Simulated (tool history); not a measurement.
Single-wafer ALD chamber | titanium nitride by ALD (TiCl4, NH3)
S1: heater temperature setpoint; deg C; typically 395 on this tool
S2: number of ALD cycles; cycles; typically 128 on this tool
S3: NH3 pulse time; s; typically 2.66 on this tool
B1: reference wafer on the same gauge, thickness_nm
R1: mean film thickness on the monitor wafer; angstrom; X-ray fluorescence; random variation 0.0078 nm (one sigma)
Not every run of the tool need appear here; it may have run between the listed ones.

run	day	S1	S2	S3	B1	R1
1	0	395	128	2.66	3.49	31.35
2	1.071	395	128	2.66	3.489	31.36
3	1.65	395	128	2.66	3.492	31.23
4	2.862	395	128	3.23	3.492	31.77
5	4.225	395	128	3.23	3.488	31.62
6	5.488	395	128	3.23	3.491	31.69
7	6.146	395	128	2.66	3.49	31.35
8	6.8	395	128	2.66	3.49	31.39
9	7.954	395	128	2.66	3.49	31.2
# day 9.45: thermocouple changed; heater temperature recalibrated
10	9.471	395	128	2.66	3.489	31.48
11	10.179	395	128	2.66	3.489	31.28
12	10.725	395	128	2.66	3.49	31.23
13	11.758	395	128	2.66	3.491	31.4
14	12.825	390	128	2.66	3.491	30.98
15	13.85	400	148	1.66	3.489	34.63
16	16.433	404	105	2.08	3.49	25.39
# day 17: gauge calibrated
17	17.271	387	150	2.18	3.491	35.91
18	17.933	389	119	3.29	3.491	29.33
19	19.35	400	148	1.66	3.493	34.7
# day 19.862: showerhead replaced
20	20.483	395	115	2.66	3.487	28.12
21	21.221	401	144	2.17	3.489	34.96
22	22.262	395	146	2.94	3.492	35.79
23	22.858	404	105	2.08	3.49	25.45
24	23.733	385	121	2.66	3.491	29.34

Forecast run 25:
25	24.921	395	128	2.66	?	?

{"run 25": {"B1": 3.488, "R1": 31.38}}
With no hidden state in the tool, this same run would have given R1 31.38 angstrom.

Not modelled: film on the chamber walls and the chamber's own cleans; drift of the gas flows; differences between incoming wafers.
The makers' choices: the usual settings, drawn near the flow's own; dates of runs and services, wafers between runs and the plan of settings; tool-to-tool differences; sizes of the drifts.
